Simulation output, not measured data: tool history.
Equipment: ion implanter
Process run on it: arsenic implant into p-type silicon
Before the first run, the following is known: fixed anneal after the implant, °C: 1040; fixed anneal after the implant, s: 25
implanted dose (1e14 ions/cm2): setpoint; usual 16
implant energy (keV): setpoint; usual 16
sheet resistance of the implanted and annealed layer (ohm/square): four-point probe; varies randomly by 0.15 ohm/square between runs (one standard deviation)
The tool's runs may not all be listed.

| run | hour | implanted dose (1e14 ions/cm2) | implant energy (keV) | read-back reference wafer on the same gauge, sheet resistance | sheet resistance of the implanted and annealed layer (ohm/square) |
|---|---|---|---|---|---|
| 1 | 0 | 16 | 16 | 101.03 | 101.11 |
| 2 | 47.4 | 16 | 16 | 100.97 | 101.34 |
|  | 88.1 | Faraday cup replaced and dose calibrated |
| 3 | 89.6 | 16 | 11.5 | 100.98 | 102.76 |
| 4 | 148.6 | 16 | 11.5 | 101 | 103.17 |
| 5 | 292.9 | 16 | 11.5 | 101.06 | 102.89 |
| 6 | 327.3 | 14.77 | 16 | 100.97 | 103.8 |
| 7 | 363.5 | 14.77 | 16 | 100.92 | 103.52 |
| 8 | 431.7 | 14.77 | 16 | 101.05 | 103.72 |
| 9 | 490 | 16 | 16 | 100.97 | 100.08 |
| 10 | 546 | 16 | 16 | 101.05 | 100.17 |
| 11 | 572.8 | 16 | 13 | 101.01 | 102.49 |
| 12 | 634.6 | 16 | 13 | 100.99 | 102.27 |
| 13 | 684.1 | 16 | 13 | 100.96 | 102.58 |
|  | 712.8 | gauge calibrated |
| 14 | 746.1 | 16 | 18.5 | 100.98 | 99.1 |
| 15 | 807.4 | 12.27 | 12.5 | 100.99 | 117.68 |
| 16 | 858.6 | 11.38 | 18.5 | 101.01 | 119.02 |
| 17 | 906.9 | 14.24 | 14 | 100.98 | 108.26 |
|  | 953.2 | extraction supply calibrated |
| 18 | 953.7 | 16 | 12 | 101.02 | 104.11 |
| 19 | 1007.4 | 16 | 16 | 101.04 | 101.67 |
|  | 1020.8 | Faraday cup replaced and dose calibrated |
| 20 | 1032.8 | 14.13 | 14 | 100.96 | 107.09 |
| 21 | 1074.2 | 13.79 | 16 | 101.06 | 106.81 |
| 22 | 1101.4 | 20.15 | 16 | 101.05 | 91.24 |
| 23 | 1148 | 11.42 | 11.5 | 101 | 121.75 |
| 24 | 1214.4 | 16 | 13.5 | 101.05 | 101.58 |
| 25 | 1255.4 | 16 | 11.5 | 101 | 103.3 |
| 26 | 1282.5 | 16 | 12 | 101 | 102.68 |
| 27 | 1321.8 | 11.42 | 11.5 | 100.98 | 121.51 |
| 28 | 1352.9 | 16 | 16 | 101.04 | 100.15 |

Predict each of these 3 candidate next runs independently; none follows another, all start after run 28:
| A | 1353.3 | 16 | 16 | ? | ? |
| B | 1353.3 | 13.09 | 16 | ? | ? |
| C | 1353.3 | 16 | 19 | ? | ? |

| run | read-back reference wafer on the same gauge, sheet resistance | sheet resistance of the implanted and annealed layer (ohm/square) |
|---|---|---|
| A | 101 | 100.18 |
| B | 101 | 110.25 |
| C | 101 | 98.04 |
With no hidden state in the tool, these same runs would have given:
| run | sheet resistance of the implanted and annealed layer (ohm/square) |
|---|---|
| A | 100.1 |
| B | 110.13 |
| C | 97.95 |
